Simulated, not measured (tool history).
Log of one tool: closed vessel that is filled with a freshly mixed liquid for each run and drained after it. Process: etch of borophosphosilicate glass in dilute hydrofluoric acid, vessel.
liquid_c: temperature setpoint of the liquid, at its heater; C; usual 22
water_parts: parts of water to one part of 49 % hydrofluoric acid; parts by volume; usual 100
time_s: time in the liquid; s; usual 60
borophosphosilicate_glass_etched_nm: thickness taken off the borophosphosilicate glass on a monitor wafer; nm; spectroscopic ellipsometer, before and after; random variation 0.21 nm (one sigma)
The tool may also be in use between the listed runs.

| run | hour | liquid_c | water_parts | time_s | wafers since the last listed run | hours since the thermometer was replaced | hours since the hydrofluoric acid flow meter was replaced | hours since the gauge calibration | read-back film thickness of the borophosphosilicate glass reference wafer, read on the same gauge (nm) | borophosphosilicate_glass_etched_nm |
|---|---|---|---|---|---|---|---|---|---|---|
| 1 | 0 | 22 | 100 | 60 | 0 | 1115.1 | 483.4 | 931.6 | 140 | 39.91 |
| 2 | 49.5 | 22 | 100 | 60 | 7064 | 1164.6 | 532.9 | 981.1 | 140.01 | 39.31 |
|  | 52 | hydrofluoric acid flow meter replaced |
| 3 | 87.9 | 22 | 100 | 60 | 5337 | 1203 | 35.9 | 1019.5 | 140.05 | 41.26 |
| 4 | 196.9 | 22 | 100 | 60 | 15556 | 1312 | 144.9 | 1128.5 | 139.99 | 40.94 |
| 5 | 223.1 | 22 | 100 | 60 | 3739 | 1338.2 | 171.1 | 1154.7 | 140 | 40.81 |
| 6 | 258.1 | 20.5 | 100 | 60 | 4995 | 1373.2 | 206.1 | 1189.7 | 140 | 38.26 |
| 7 | 297.5 | 20.5 | 100 | 60 | 5623 | 1412.6 | 245.5 | 1229.1 | 139.97 | 38.46 |
| 8 | 367.5 | 23 | 100 | 60 | 9990 | 1482.6 | 315.5 | 1299.1 | 139.96 | 41.96 |
| 9 | 406.7 | 23 | 100 | 60 | 5594 | 1521.8 | 354.7 | 1338.3 | 140.02 | 42.16 |
| 10 | 477.3 | 23 | 100 | 60 | 10076 | 1592.4 | 425.3 | 1408.9 | 140.05 | 41.8 |
|  | 566.7 | gauge calibrated |
|  | 580.6 | thermometer replaced |
|  | 607.1 | hydrofluoric acid flow meter replaced |
| 11 | 635.9 | 22 | 100 | 60 | 22350 | 55.3 | 28.8 | 69.2 | 140.02 | 40.15 |
| 12 | 670.2 | 22 | 100 | 60 | 4895 | 89.6 | 63.1 | 103.5 | 140.01 | 40.43 |
| 13 | 705.6 | 22 | 100 | 60 | 5052 | 125 | 98.5 | 138.9 | 140.01 | 39.73 |
| 14 | 774.8 | 22 | 100 | 60 | 9876 | 194.2 | 167.7 | 208.1 | 140 | 39.8 |
| 15 | 818.7 | 22 | 100 | 60 | 6265 | 238.1 | 211.6 | 252 | 139.97 | 39.8 |
| 16 | 875.4 | 22 | 100 | 60 | 8092 | 294.8 | 268.3 | 308.7 | 140.01 | 39.15 |
| 17 | 940.1 | 22 | 85 | 60 | 9234 | 359.5 | 333 | 373.4 | 140 | 47.23 |
| 18 | 994.8 | 22 | 70 | 85 | 7806 | 414.2 | 387.7 | 428.1 | 139.98 | 82.68 |
| 19 | 1052 | 23.5 | 100 | 60 | 8163 | 471.4 | 444.9 | 485.3 | 139.97 | 41.4 |
| 20 | 1121.2 | 22 | 120 | 60 | 9876 | 540.6 | 514.1 | 554.5 | 140.01 | 31.89 |
|  | 1170.5 | hydrofluoric acid flow meter replaced |
| 21 | 1176.8 | 22 | 100 | 60 | 7792 | 596.2 | 6.3 | 610.1 | 139.96 | 40.54 |
| 22 | 1200.8 | 22 | 100 | 60 | 3425 | 620.2 | 30.3 | 634.1 | 139.99 | 40.62 |
| 23 | 1257.4 | 22 | 100 | 45 | 8078 | 676.8 | 86.9 | 690.7 | 140.02 | 30.57 |
| 24 | 1296 | 19.5 | 115 | 95 | 5509 | 715.4 | 125.5 | 729.3 | 139.99 | 49.59 |
| 25 | 1357.5 | 22 | 80 | 60 | 8777 | 776.9 | 187 | 790.8 | 140.02 | 51.75 |
| 26 | 1404.7 | 22 | 100 | 60 | 6736 | 824.1 | 234.2 | 838 | 139.96 | 40.06 |
| 27 | 1460.1 | 26.5 | 80 | 70 | 7906 | 879.5 | 289.6 | 893.4 | 139.98 | 71.26 |
| 28 | 1488.7 | 22 | 100 | 60 | 4081 | 908.1 | 318.2 | 922 | 140.03 | 39.7 |
| 29 | 1527.3 | 23.5 | 150 | 60 | 5509 | 946.7 | 356.8 | 960.6 | 140.02 | 26.5 |
| 30 | 1578.6 | 22 | 100 | 60 | 7321 | 998 | 408.1 | 1011.9 | 139.97 | 40.14 |
| 31 | 1628.8 | 22 | 85 | 45 | 7164 | 1048.2 | 458.3 | 1062.1 | 140.02 | 35.65 |
| 32 | 1691.1 | 20 | 130 | 60 | 8891 | 1110.5 | 520.6 | 1124.4 | 140 | 27.24 |

Forecast each of these 3 alternatives for the next run:
| A | 1691.8 | 22 | 100 | 60 | 99 | 1111.2 | 521.3 | 1125.1 | ? | ? |
| B | 1691.8 | 22 | 60 | 60 | 99 | 1111.2 | 521.3 | 1125.1 | ? | ? |
| C | 1691.8 | 18 | 55 | 40 | 99 | 1111.2 | 521.3 | 1125.1 | ? | ? |

| run | read-back film thickness of the borophosphosilicate glass reference wafer, read on the same gauge (nm) | borophosphosilicate_glass_etched_nm |
|---|---|---|
| A | 140.02 | 39.11 |
| B | 140.02 | 68.64 |
| C | 140.02 | 42.5 |
Without the tool's hidden state the same runs would have given:
| run | borophosphosilicate_glass_etched_nm |
|---|---|
| A | 39.53 |
| B | 69.15 |
| C | 42.72 |

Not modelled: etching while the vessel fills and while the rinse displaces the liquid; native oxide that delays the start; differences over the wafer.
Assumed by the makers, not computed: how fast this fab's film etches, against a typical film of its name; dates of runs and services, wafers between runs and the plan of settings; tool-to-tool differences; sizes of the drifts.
